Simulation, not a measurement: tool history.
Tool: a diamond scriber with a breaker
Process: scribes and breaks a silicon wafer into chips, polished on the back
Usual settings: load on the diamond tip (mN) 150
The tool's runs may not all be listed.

run,hour,load on the diamond tip (mN),"incoming depth of the damage left on the back of the incoming wafer, um",depth of the median crack under the scribed line (um),chips rejected at inspection after the break (%)
1,0.0,130,0.03,5.90,3.35
2,60.2,118,0.02,5.69,5.50
3,98.7,118,0.02,5.55,5.90
4,156.2,136,0.02,5.87,3.56
5,191.5,136,0.05,5.93,3.55
6,217.1,150,0.05,6.17,2.35
# hour 247.7: diamond tip replaced by a new one
7,262.5,129,0.04,5.18,8.91
8,314.4,150,0.05,5.52,6.22
9,376.2,150,0.05,5.45,7.31
10,435.8,150,0.03,5.38,8.35
# hour 441.3: diamond tip replaced by a new one, repeated, since the last time left the tool worse
11,482.8,132,0.01,5.98,2.54
12,516.0,132,0.05,6.00,3.03
13,546.7,150,0.03,6.48,1.61
14,585.7,135,0.04,6.16,3.29
# hour 591.9: load on the tip recalibrated
15,639.3,150,0.05,6.32,2.11
16,663.5,128,0.03,5.72,3.98
17,717.3,168,0.03,6.69,1.62
18,744.2,194,0.02,7.13,1.78
19,783.7,195,0.01,7.31,1.69
# hour 813.1: diamond tip replaced by a new one
20,841.4,150,0.01,6.62,1.71
21,889.2,174,0.02,7.35,1.66
22,1066.1,150,0.02,6.34,2.26
23,1108.1,114,0.03,5.40,7.51
24,1146.5,150,0.02,6.30,2.38
# hour 1174.4: diamond tip replaced by a new one
25,1192.9,120,0.01,5.76,4.23
26,1238.7,177,0.04,7.12,1.48

Forecast each of these 3 alternatives for the next run:
A,1239.3,189,0.03,?,?
B,1239.3,171,0.03,?,?
C,1239.3,176,0.03,?,?

run,depth of the median crack under the scribed line (um),chips rejected at inspection after the break (%)
A,7.24,1.91
B,6.85,1.45
C,6.96,1.51
Without the tool's hidden state the same runs would have given:
run,depth of the median crack under the scribed line (um),chips rejected at inspection after the break (%)
A,7.67,3.06
B,7.26,1.94
C,7.37,2.20
